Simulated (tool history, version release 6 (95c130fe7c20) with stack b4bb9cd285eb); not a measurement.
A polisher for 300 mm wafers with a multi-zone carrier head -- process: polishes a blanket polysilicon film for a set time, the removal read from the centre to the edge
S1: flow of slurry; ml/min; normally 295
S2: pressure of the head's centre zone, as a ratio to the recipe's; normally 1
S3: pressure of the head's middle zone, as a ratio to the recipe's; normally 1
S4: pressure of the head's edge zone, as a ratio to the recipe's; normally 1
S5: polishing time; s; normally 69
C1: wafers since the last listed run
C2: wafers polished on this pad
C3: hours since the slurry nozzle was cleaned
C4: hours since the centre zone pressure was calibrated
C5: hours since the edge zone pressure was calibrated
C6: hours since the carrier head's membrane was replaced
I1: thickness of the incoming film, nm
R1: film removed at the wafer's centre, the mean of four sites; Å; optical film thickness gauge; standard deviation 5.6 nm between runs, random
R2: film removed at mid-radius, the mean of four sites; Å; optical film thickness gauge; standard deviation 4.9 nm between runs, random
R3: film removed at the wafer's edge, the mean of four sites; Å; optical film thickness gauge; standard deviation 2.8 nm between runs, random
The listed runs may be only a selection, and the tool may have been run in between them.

{"run": 1, "hour": 0.0, "S1": 295, "S2": 1, "S3": 1, "S4": 1, "S5": 69, "C1": 0, "C2": 1207, "C3": 9.2, "C4": 187.9, "C5": 146.6, "C6": 1434.1, "I1": 1563.7, "R1": 3899, "R2": 3812, "R3": 3927}
{"hour": 16.6, "done": "worn pad replaced by a new one"}
{"run": 2, "hour": 20.5, "S1": 295, "S2": 1, "S3": 1, "S4": 1, "S5": 69, "C1": 172, "C2": 40, "C3": 29.7, "C4": 208.4, "C5": 167.1, "C6": 1454.6, "I1": 1553.6, "R1": 4389, "R2": 4261, "R3": 4317}
{"run": 3, "hour": 60.9, "S1": 295, "S2": 1, "S3": 0.93, "S4": 1, "S5": 69, "C1": 423, "C2": 463, "C3": 70.1, "C4": 248.8, "C5": 207.5, "C6": 1495, "I1": 1561.4, "R1": 3981, "R2": 3754, "R3": 4048}
{"run": 4, "hour": 88.7, "S1": 295, "S2": 1, "S3": 0.93, "S4": 1, "S5": 69, "C1": 291, "C2": 755, "C3": 97.9, "C4": 276.6, "C5": 235.3, "C6": 1522.8, "I1": 1573.5, "R1": 3888, "R2": 3650, "R3": 3910}
{"hour": 93.9, "done": "centre zone pressure recalibrated"}
{"run": 5, "hour": 110.3, "S1": 295, "S2": 1, "S3": 1.06, "S4": 1, "S5": 69, "C1": 205, "C2": 960, "C3": 119.5, "C4": 16.4, "C5": 256.9, "C6": 1544.4, "I1": 1540.1, "R1": 3941, "R2": 4024, "R3": 3924}
{"run": 6, "hour": 144.9, "S1": 295, "S2": 1, "S3": 1, "S4": 1, "S5": 69, "C1": 362, "C2": 1323, "C3": 154.1, "C4": 51, "C5": 291.5, "C6": 1579, "I1": 1557.9, "R1": 3832, "R2": 3718, "R3": 3871}
{"hour": 160.0, "done": "worn pad replaced by a new one"}
{"run": 7, "hour": 160.5, "S1": 295, "S2": 1, "S3": 1, "S4": 1, "S5": 69, "C1": 121, "C2": 5, "C3": 169.7, "C4": 66.6, "C5": 307.1, "C6": 1594.6, "I1": 1553.4, "R1": 4297, "R2": 4337, "R3": 4419}
{"run": 8, "hour": 189.5, "S1": 295, "S2": 1, "S3": 1, "S4": 1, "S5": 69, "C1": 303, "C2": 309, "C3": 198.7, "C4": 95.6, "C5": 336.1, "C6": 1623.6, "I1": 1564.9, "R1": 4051, "R2": 3980, "R3": 4162}
{"run": 9, "hour": 204.0, "S1": 265, "S2": 1, "S3": 1, "S4": 1, "S5": 69, "C1": 151, "C2": 461, "C3": 213.2, "C4": 110.1, "C5": 350.6, "C6": 1638.1, "I1": 1568.1, "R1": 3991, "R2": 3846, "R3": 3995}
{"hour": 230.6, "done": "slurry nozzle cleaned"}
{"run": 10, "hour": 261.6, "S1": 295, "S2": 1, "S3": 1, "S4": 1, "S5": 69, "C1": 593, "C2": 1054, "C3": 31, "C4": 167.7, "C5": 408.2, "C6": 1695.7, "I1": 1556.6, "R1": 3830, "R2": 3765, "R3": 3927}
{"hour": 277.0, "done": "carrier head's membrane replaced by a new one"}
{"hour": 280.3, "done": "worn pad replaced by a new one"}
{"run": 11, "hour": 294.2, "S1": 295, "S2": 1, "S3": 1, "S4": 1, "S5": 69, "C1": 254, "C2": 145, "C3": 63.6, "C4": 200.3, "C5": 440.8, "C6": 17.2, "I1": 1560.1, "R1": 4175, "R2": 4086, "R3": 4217}
{"run": 12, "hour": 309.2, "S1": 295, "S2": 1, "S3": 1, "S4": 1, "S5": 69, "C1": 157, "C2": 302, "C3": 78.6, "C4": 215.3, "C5": 455.8, "C6": 32.2, "I1": 1564.5, "R1": 4076, "R2": 3982, "R3": 4138}
{"run": 13, "hour": 323.1, "S1": 295, "S2": 1, "S3": 1, "S4": 1, "S5": 69, "C1": 145, "C2": 448, "C3": 92.5, "C4": 229.2, "C5": 469.7, "C6": 46.1, "I1": 1545.8, "R1": 3996, "R2": 3833, "R3": 4002}
{"run": 14, "hour": 337.4, "S1": 295, "S2": 1, "S3": 1.12, "S4": 1.06, "S5": 69, "C1": 149, "C2": 597, "C3": 106.8, "C4": 243.5, "C5": 484, "C6": 60.4, "I1": 1566.6, "R1": 3952, "R2": 4295, "R3": 4032}
{"run": 15, "hour": 362.5, "S1": 390, "S2": 1, "S3": 1, "S4": 0.92, "S5": 69, "C1": 263, "C2": 860, "C3": 131.9, "C4": 268.6, "C5": 509.1, "C6": 85.5, "I1": 1530.5, "R1": 3892, "R2": 3807, "R3": 3813}

Forecast run 16:
{"run": 16, "hour": 377.1, "S1": 390, "S2": 1, "S3": 1, "S4": 1, "S5": 69, "C1": 152, "C2": 1013, "C3": 146.5, "C4": 283.2, "C5": 523.7, "C6": 100.1, "I1": 1561.9, "R1": "?", "R2": "?", "R3": "?"}

{"run 16": {"R1": 3945, "R2": 3923, "R3": 3936}}
The same run, on a tool lacking any hidden state, would have yielded R1 4514 Å, R2 4489 Å, R3 4504 Å.

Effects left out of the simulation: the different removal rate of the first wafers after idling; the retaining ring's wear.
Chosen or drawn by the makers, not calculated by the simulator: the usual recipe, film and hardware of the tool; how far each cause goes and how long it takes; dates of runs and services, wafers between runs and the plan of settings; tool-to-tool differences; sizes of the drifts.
